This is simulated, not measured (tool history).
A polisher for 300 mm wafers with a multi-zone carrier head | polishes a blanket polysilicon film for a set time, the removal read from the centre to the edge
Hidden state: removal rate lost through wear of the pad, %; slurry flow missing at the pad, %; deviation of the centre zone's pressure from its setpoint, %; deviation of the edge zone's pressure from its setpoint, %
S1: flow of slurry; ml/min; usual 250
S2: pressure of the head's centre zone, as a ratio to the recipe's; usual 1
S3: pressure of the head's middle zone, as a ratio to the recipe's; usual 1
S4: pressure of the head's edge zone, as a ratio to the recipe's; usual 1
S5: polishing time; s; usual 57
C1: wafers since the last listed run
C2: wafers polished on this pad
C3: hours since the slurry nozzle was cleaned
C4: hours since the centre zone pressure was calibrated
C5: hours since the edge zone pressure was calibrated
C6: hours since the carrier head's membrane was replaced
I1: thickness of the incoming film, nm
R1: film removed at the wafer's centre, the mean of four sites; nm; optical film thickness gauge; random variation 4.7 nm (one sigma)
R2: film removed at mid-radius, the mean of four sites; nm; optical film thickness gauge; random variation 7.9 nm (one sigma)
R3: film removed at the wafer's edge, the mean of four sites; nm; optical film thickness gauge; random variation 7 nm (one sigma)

Run 1, hour 0: usual settings; C1 0; C2 293; C3 726.4; C4 822.1; C5 1279; C6 1870.1; I1 1423.7. Result: R1 573.1 nm, R2 557.5 nm, R3 540.4 nm.
Run 2, hour 6.1: usual settings but S2 1.07; C1 54; C2 348; C3 732.5; C4 828.2; C5 1285.1; C6 1876.2; I1 1404.8. Result: R1 589 nm, R2 561.8 nm, R3 549.6 nm.
Run 3, hour 17.4: usual settings but S1 315 ml/min; C1 100; C2 448; C3 743.8; C4 839.5; C5 1296.4; C6 1887.5; I1 1429.6. Result: R1 568.3 nm, R2 558.6 nm, R3 551.2 nm.
At hour 29.1: worn pad replaced by a new one.
Run 4, hour 29.6: usual settings; C1 73; C2 4; C3 756; C4 851.7; C5 1308.6; C6 1899.7; I1 1449.2. Result: R1 585 nm, R2 575.1 nm, R3 575.8 nm.
Run 5, hour 41.6: usual settings; C1 106; C2 111; C3 768; C4 863.7; C5 1320.6; C6 1911.7; I1 1411.1. Result: R1 575 nm, R2 559 nm, R3 568.9 nm.
Run 6, hour 49.7: usual settings but S2 1.05; C1 72; C2 183; C3 776.1; C4 871.8; C5 1328.7; C6 1919.8; I1 1431.1. Result: R1 601.1 nm, R2 560.3 nm, R3 563 nm.
Run 7, hour 60.4: usual settings but S2 1.04; C1 95; C2 278; C3 786.8; C4 882.5; C5 1339.4; C6 1930.5; I1 1402.1. Result: R1 583.6 nm, R2 562.1 nm, R3 559.2 nm.
Run 8, hour 80.2: usual settings but S2 1.04; C1 176; C2 455; C3 806.6; C4 902.3; C5 1359.2; C6 1950.3; I1 1429.6. Result: R1 578.6 nm, R2 540.1 nm, R3 537.2 nm.
At hour 81.2: slurry nozzle cleaned.
At hour 85.3: worn pad replaced by a new one.
Run 9, hour 87.8: usual settings but S2 1.04; C1 23; C2 22; C3 6.6; C4 909.9; C5 1366.8; C6 1957.9; I1 1434.4. Result: R1 609.6 nm, R2 576.9 nm, R3 564.3 nm.
At hour 102.2: edge zone pressure recalibrated.
Run 10, hour 102.7: usual settings but S1 315 ml/min; C1 114; C2 137; C3 21.5; C4 924.8; C5 0.5; C6 1972.8; I1 1407.8. Result: R1 591 nm, R2 569.2 nm, R3 579.2 nm.
Run 11, hour 109.8: usual settings but S4 0.93; C1 63; C2 200; C3 28.6; C4 931.9; C5 7.6; C6 1979.9; I1 1401. Result: R1 572.8 nm, R2 561.6 nm, R3 550.8 nm.
Run 12, hour 120.6: usual settings but S4 1.11; C1 96; C2 297; C3 39.4; C4 942.7; C5 18.4; C6 1990.7; I1 1440.3. Result: R1 568.3 nm, R2 558.1 nm, R3 580.3 nm.
Run 13, hour 134: usual settings; C1 119; C2 416; C3 52.8; C4 956.1; C5 31.8; C6 2004.1; I1 1431.8. Result: R1 558.5 nm, R2 543.4 nm, R3 537.7 nm.
Run 14, hour 144.1: usual settings but S1 300 ml/min, S5 41 s; C1 90; C2 506; C3 62.9; C4 966.2; C5 41.9; C6 2014.2; I1 1412.3. Result: R1 405.6 nm, R2 393.7 nm, R3 398.2 nm.
At hour 155.9: worn pad replaced by a new one, of another model than before.
Run 15, hour 157.1: usual settings but S3 0.88, S5 42 s; C1 80; C2 10; C3 75.9; C4 979.2; C5 54.9; C6 2027.2; I1 1423.8. Result: R1 426.1 nm, R2 381.1 nm, R3 421.7 nm.
Run 16, hour 166.5: usual settings but S3 0.95, S4 0.93, S5 38 s; C1 83; C2 94; C3 85.3; C4 988.6; C5 64.3; C6 2036.6; I1 1432.8. Result: R1 386.4 nm, R2 363.2 nm, R3 357.2 nm.
Run 17, hour 183.8: usual settings but S1 185 ml/min, S2 0.94; C1 154; C2 248; C3 102.6; C4 1005.9; C5 81.6; C6 2053.9; I1 1433.9. Result: R1 512 nm, R2 542 nm, R3 543.6 nm.
Run 18, hour 194.6: usual settings but S1 170 ml/min; C1 96; C2 344; C3 113.4; C4 1016.7; C5 92.4; C6 2064.7; I1 1409.3. Result: R1 537.8 nm, R2 518.8 nm, R3 523.7 nm.
At hour 209.1: carrier head's membrane replaced by a new one.
At hour 211: centre zone pressure recalibrated.
Run 19, hour 212: usual settings but S5 49 s; C1 93; C2 438; C3 130.8; C4 1; C5 109.8; C6 2.9; I1 1445.8. Result: R1 470.1 nm, R2 474.9 nm, R3 459 nm.
At hour 216.2: worn pad replaced by a new one.
Run 20, hour 225.2: usual settings but S1 210 ml/min, S2 1.05; C1 81; C2 79; C3 144; C4 14.2; C5 123; C6 16.1; I1 1418.6. Result: R1 593.7 nm, R2 543.1 nm, R3 545.5 nm.
Run 21, hour 232: usual settings but S3 0.92; C1 60; C2 140; C3 150.8; C4 21; C5 129.8; C6 22.9; I1 1438.6. Result: R1 561.8 nm, R2 527.4 nm, R3 557.9 nm.
Run 22, hour 246.1: usual settings; C1 125; C2 266; C3 164.9; C4 35.1; C5 143.9; C6 37; I1 1432.7. Result: R1 545.7 nm, R2 550.9 nm, R3 548.3 nm.
At hour 272.4: worn pad replaced by a new one.
Run 23, hour 282.8: usual settings but S1 285 ml/min; C1 291; C2 92; C3 201.6; C4 71.8; C5 180.6; C6 73.7; I1 1406.7. Result: R1 583.5 nm, R2 590.1 nm, R3 566.7 nm.

How the hidden state differs across the entries between the runs, from the last listed run before each to the first after it:
Between runs 3 and 4: worn pad replaced by a new one (hour 29.1)
  removal rate lost through wear of the pad, %: 5.34 -> 0.208
  measured less the result without the state, R1: -32.1 -> -1.2 nm; R2: -31.5 -> -1.2 nm; R3: -31.1 -> -1.2 nm
Between runs 8 and 9: slurry nozzle cleaned (hour 81.2); worn pad replaced by a new one (hour 85.3)
  removal rate lost through wear of the pad, %: 5.24 -> 0.353
  measured less the result without the state, R1: -32 -> -2.1 nm; R2: -29.9 -> -2 nm; R3: -29.7 -> -2 nm
Between runs 9 and 10: edge zone pressure recalibrated (hour 102.2)
  removal rate lost through wear of the pad, %: 0.353 -> 1.84
  measured less the result without the state, R1: -2.1 -> -11 nm; R2: -2 -> -10.6 nm; R3: -2 -> -10.8 nm
Between runs 14 and 15: worn pad replaced by a new one, of another model than before (hour 155.9)
  removal rate lost through wear of the pad, %: 5.95 -> 1.07
  measured less the result without the state, R1: -25.6 -> -4.6 nm; R2: -25 -> -4.2 nm; R3: -25.2 -> -4.6 nm
Between runs 18 and 19: carrier head's membrane replaced by a new one (hour 209.1); centre zone pressure recalibrated (hour 211)
  removal rate lost through wear of the pad, %: 4.8 -> 6.53
  measured less the result without the state, R1: -27.1 -> -32.8 nm; R2: -26.2 -> -33.1 nm; R3: -26.4 -> -32 nm
Between runs 19 and 20: worn pad replaced by a new one (hour 216.2)
  removal rate lost through wear of the pad, %: 6.53 -> 2.95
  measured less the result without the state, R1: -32.8 -> -18.1 nm; R2: -33.1 -> -16.6 nm; R3: -32 -> -16.6 nm
Between runs 22 and 23: worn pad replaced by a new one (hour 272.4)
  removal rate lost through wear of the pad, %: 5.03 -> 1.29
  measured less the result without the state, R1: -28.9 -> -7.6 nm; R2: -29.2 -> -7.7 nm; R3: -29 -> -7.4 nm
